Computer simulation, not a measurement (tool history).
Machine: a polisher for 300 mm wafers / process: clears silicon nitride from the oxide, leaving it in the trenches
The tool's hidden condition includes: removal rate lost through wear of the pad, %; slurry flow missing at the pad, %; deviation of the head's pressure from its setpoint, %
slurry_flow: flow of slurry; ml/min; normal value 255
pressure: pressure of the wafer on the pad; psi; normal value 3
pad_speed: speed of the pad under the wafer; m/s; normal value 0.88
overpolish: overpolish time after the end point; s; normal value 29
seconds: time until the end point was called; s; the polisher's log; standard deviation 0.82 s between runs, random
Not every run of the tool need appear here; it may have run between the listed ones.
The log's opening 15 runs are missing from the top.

run   hour  slurry_flow  pressure  pad_speed  overpolish  wafers since the last listed run  wafers polished on this pad  hours since the slurry nozzle was cleaned  hours since the head pressure was calibrated  incoming thickness of the incoming film, nm  seconds
 16  179.8          255         3       0.74          20                                86                          916                                        144                                        1418.3                                         85.8    110.7
 17  193.6          255         3       0.88          17                                97                         1013                                      157.8                                        1432.1                                         84.2     91.5
 18  205.6          230       2.7       0.64          41                                84                         1098                                      169.8                                        1444.1                                         84.3    142.7
 19  222.4          255       3.3       0.88          29                               118                         1217                                      186.6                                        1460.9                                         85.7     86.4
 20  234.2          310         3        1.1          29                                83                         1300                                      198.4                                        1472.7                                         86.2     73.7
       239  -- worn pad replaced by a new one
 21  247.4          255         3       0.88          29                                64                           59                                      211.6                                        1485.9                                         86.9     96.6
     254.3  -- head pressure recalibrated
 22  264.8          255       2.7       0.88          29                               108                          168                                        229                                          10.5                                         84.3    107.8
 23  271.6          255         3       0.88          29                                48                          216                                      235.8                                          17.3                                           84     95.5
       274  -- slurry nozzle cleaned
 24  278.2          230         3       0.88          36                                39                          255                                        4.2                                          23.9                                         84.6     89.7
 25  285.5          325         3       0.88          29                                51                          307                                       11.5                                          31.2                                         83.6       84
 26  294.2          255       3.4       0.88          29                                61                          368                                       20.2                                          39.9                                         85.2     77.6
 27  304.8          255       2.4          1          29                                74                          443                                       30.8                                          50.5                                         84.3     95.4
 28  316.5          255         3       0.62          29                                82                          526                                       42.5                                          62.2                                           85    128.4
 29  332.1          335         3       0.88          29                               110                          636                                       58.1                                          77.8                                         83.2       86
 30  339.2          255         3       0.68          29                                50                          686                                       65.2                                          84.9                                         86.4    116.2
 31  346.8          255       3.6       0.74          29                                53                          740                                       72.8                                          92.5                                         85.1     88.5

Alternative continuations, all from the tool just after run 31; predict every row:
  A  347.3          255         3       0.88          29                                 3                          743                                       73.3                                            93                                         85.1        ?
  B  347.3          255       2.7       0.88          40                                 3                          743                                       73.3                                            93                                         85.1        ?
  C  347.3          255         3       1.18          19                                 3                          743                                       73.3                                            93                                         85.1        ?

run  seconds
  A     89.3
  B     98.9
  C     66.6
Stripped of hidden state, with their random variation kept, the same runs would have yielded:
run  seconds
  A       87
  B     96.2
  C     64.9

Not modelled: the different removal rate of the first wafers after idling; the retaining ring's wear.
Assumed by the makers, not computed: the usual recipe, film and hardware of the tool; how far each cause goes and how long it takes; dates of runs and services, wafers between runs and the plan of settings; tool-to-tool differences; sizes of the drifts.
